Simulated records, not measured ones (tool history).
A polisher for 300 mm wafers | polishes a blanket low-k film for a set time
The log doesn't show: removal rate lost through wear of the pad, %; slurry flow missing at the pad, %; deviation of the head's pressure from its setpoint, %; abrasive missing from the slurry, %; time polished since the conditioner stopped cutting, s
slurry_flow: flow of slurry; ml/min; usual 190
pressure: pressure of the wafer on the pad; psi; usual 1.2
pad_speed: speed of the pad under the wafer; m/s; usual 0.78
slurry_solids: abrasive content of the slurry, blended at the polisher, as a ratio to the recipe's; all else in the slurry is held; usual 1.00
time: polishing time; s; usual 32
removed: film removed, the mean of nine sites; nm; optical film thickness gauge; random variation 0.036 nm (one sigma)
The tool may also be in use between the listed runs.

| run | day | slurry_flow | pressure | pad_speed | slurry_solids | time | wafers since the last listed run | wafers polished on this pad | hours since the slurry nozzle was cleaned | hours since the head pressure was calibrated | hours since the slurry blender was calibrated | hours since the conditioning disc was replaced | incoming thickness of the incoming film, nm | removed |
|---|---|---|---|---|---|---|---|---|---|---|---|---|---|---|
| 1 | 0.000 | 165 | 1.2 | 0.78 | 1.00 | 32 | 0 | 838 | 157.5 | 804.7 | 79.3 | 212.8 | 321.2 | 5.5 |
|  | 1.279 | conditioning disc replaced and pad reconditioned |
| 2 | 1.425 | 165 | 1.2 | 0.78 | 1.00 | 32 | 328 | 1167 | 191.7 | 838.9 | 113.5 | 3.5 | 321.2 | 5.4 |
|  | 2.375 | worn pad replaced by a new one |
| 3 | 2.396 | 190 | 1.2 | 0.78 | 1.00 | 32 | 196 | 4 | 215.0 | 862.2 | 136.8 | 26.8 | 314.3 | 5.5 |
| 4 | 3.812 | 190 | 1.2 | 0.78 | 1.00 | 32 | 347 | 351 | 249.0 | 896.2 | 170.8 | 60.8 | 313.1 | 5.5 |
|  | 4.392 | slurry nozzle cleaned |
| 5 | 4.467 | 190 | 1.2 | 0.78 | 1.00 | 32 | 150 | 501 | 1.8 | 911.9 | 186.5 | 76.5 | 320.4 | 5.4 |
| 6 | 5.358 | 190 | 1.2 | 0.78 | 1.00 | 32 | 218 | 720 | 23.2 | 933.3 | 207.9 | 97.9 | 322.3 | 5.4 |
| 7 | 6.321 | 190 | 1.2 | 0.78 | 1.00 | 32 | 235 | 955 | 46.3 | 956.4 | 231.0 | 121.0 | 323.8 | 5.4 |
| 8 | 7.667 | 190 | 1.2 | 0.78 | 1.00 | 32 | 329 | 1285 | 78.6 | 988.7 | 263.3 | 153.3 | 321.7 | 5.4 |
| 9 | 8.562 | 190 | 1.4 | 0.78 | 1.00 | 42 | 219 | 1505 | 100.1 | 1010.2 | 284.8 | 174.8 | 313.8 | 8.3 |
| 10 | 9.100 | 190 | 1.2 | 0.78 | 1.00 | 32 | 131 | 1636 | 113.0 | 1023.1 | 297.7 | 187.7 | 324.8 | 5.4 |
|  | 9.525 | worn pad replaced by a new one |
| 11 | 9.725 | 235 | 1.2 | 0.98 | 1.00 | 37 | 112 | 49 | 128.0 | 1038.1 | 312.7 | 202.7 | 319.6 | 7.6 |
|  | 10.642 | conditioning disc replaced and pad reconditioned |
| 12 | 10.779 | 190 | 1.0 | 0.78 | 1.00 | 32 | 237 | 286 | 153.3 | 1063.4 | 338.0 | 3.3 | 313.5 | 4.5 |
| 13 | 11.383 | 215 | 0.8 | 0.78 | 1.00 | 32 | 148 | 434 | 167.8 | 1077.9 | 352.5 | 17.8 | 319.1 | 3.6 |
| 14 | 12.021 | 235 | 1.4 | 0.78 | 1.25 | 32 | 156 | 591 | 183.1 | 1093.2 | 367.8 | 33.1 | 317.4 | 6.9 |
|  | 12.342 | head pressure recalibrated |
| 15 | 12.938 | 230 | 1.1 | 0.78 | 1.20 | 32 | 204 | 795 | 205.1 | 14.3 | 389.8 | 55.1 | 314.7 | 5.4 |
| 16 | 14.296 | 190 | 1.2 | 0.78 | 1.00 | 32 | 332 | 1128 | 237.7 | 46.9 | 422.4 | 87.7 | 313.3 | 5.3 |
|  | 14.721 | slurry nozzle cleaned |
|  | 14.721 | slurry blender recalibrated |
| 17 | 15.425 | 190 | 1.2 | 0.78 | 1.00 | 32 | 256 | 1384 | 16.9 | 74.0 | 16.9 | 114.8 | 319.9 | 5.7 |
|  | 16.538 | worn pad replaced by a new one |
| 18 | 16.867 | 145 | 1.2 | 0.78 | 1.00 | 32 | 312 | 80 | 51.5 | 108.6 | 51.5 | 149.4 | 318.9 | 5.3 |
| 19 | 17.583 | 190 | 1.2 | 0.52 | 1.00 | 32 | 175 | 255 | 68.7 | 125.8 | 68.7 | 166.6 | 318.9 | 4.1 |
| 20 | 18.804 | 190 | 1.2 | 0.78 | 0.80 | 23 | 299 | 555 | 98.0 | 155.1 | 98.0 | 195.9 | 323.3 | 3.7 |
|  | 19.242 | conditioning disc replaced and pad reconditioned |
| 21 | 19.550 | 190 | 1.2 | 0.78 | 1.10 | 32 | 162 | 717 | 115.9 | 173.0 | 115.9 | 7.4 | 326.0 | 5.7 |
| 22 | 20.171 | 160 | 1.2 | 0.72 | 1.00 | 32 | 152 | 869 | 130.8 | 187.9 | 130.8 | 22.3 | 326.6 | 5.1 |
| 23 | 20.975 | 210 | 1.4 | 0.78 | 1.00 | 22 | 196 | 1066 | 150.1 | 207.2 | 150.1 | 41.6 | 320.0 | 4.5 |
| 24 | 22.296 | 190 | 1.2 | 0.78 | 1.00 | 36 | 323 | 1389 | 181.8 | 238.9 | 181.8 | 73.3 | 319.3 | 6.2 |
|  | 23.367 | worn pad replaced by a new one |
| 25 | 23.512 | 190 | 1.2 | 0.68 | 1.00 | 32 | 257 | 35 | 211.0 | 268.1 | 211.0 | 102.5 | 320.7 | 4.9 |
| 26 | 24.396 | 190 | 0.8 | 0.62 | 1.00 | 32 | 216 | 251 | 232.2 | 289.3 | 232.2 | 123.7 | 315.8 | 3.0 |

4 ways to go on from here, each from the tool as it stands after run 26. What would each give?
| A | 24.412 | 190 | 1.2 | 0.78 | 1.00 | 24 | 4 | 255 | 232.6 | 289.7 | 232.6 | 124.1 | 322.1 | ? |
| B | 24.412 | 130 | 0.9 | 0.78 | 1.00 | 32 | 4 | 255 | 232.6 | 289.7 | 232.6 | 124.1 | 322.1 | ? |
| C | 24.412 | 190 | 1.2 | 1.06 | 1.20 | 37 | 4 | 255 | 232.6 | 289.7 | 232.6 | 124.1 | 322.1 | ? |
| D | 24.412 | 190 | 1.2 | 1.04 | 1.00 | 32 | 4 | 255 | 232.6 | 289.7 | 232.6 | 124.1 | 322.1 | ? |

| run | removed |
|---|---|
| A | 4.1 |
| B | 3.8 |
| C | 8.5 |
| D | 6.8 |
Without the tool's hidden state the same runs would have given:
| run | removed |
|---|---|
| A | 4.3 |
| B | 4.0 |
| C | 8.9 |
| D | 7.1 |

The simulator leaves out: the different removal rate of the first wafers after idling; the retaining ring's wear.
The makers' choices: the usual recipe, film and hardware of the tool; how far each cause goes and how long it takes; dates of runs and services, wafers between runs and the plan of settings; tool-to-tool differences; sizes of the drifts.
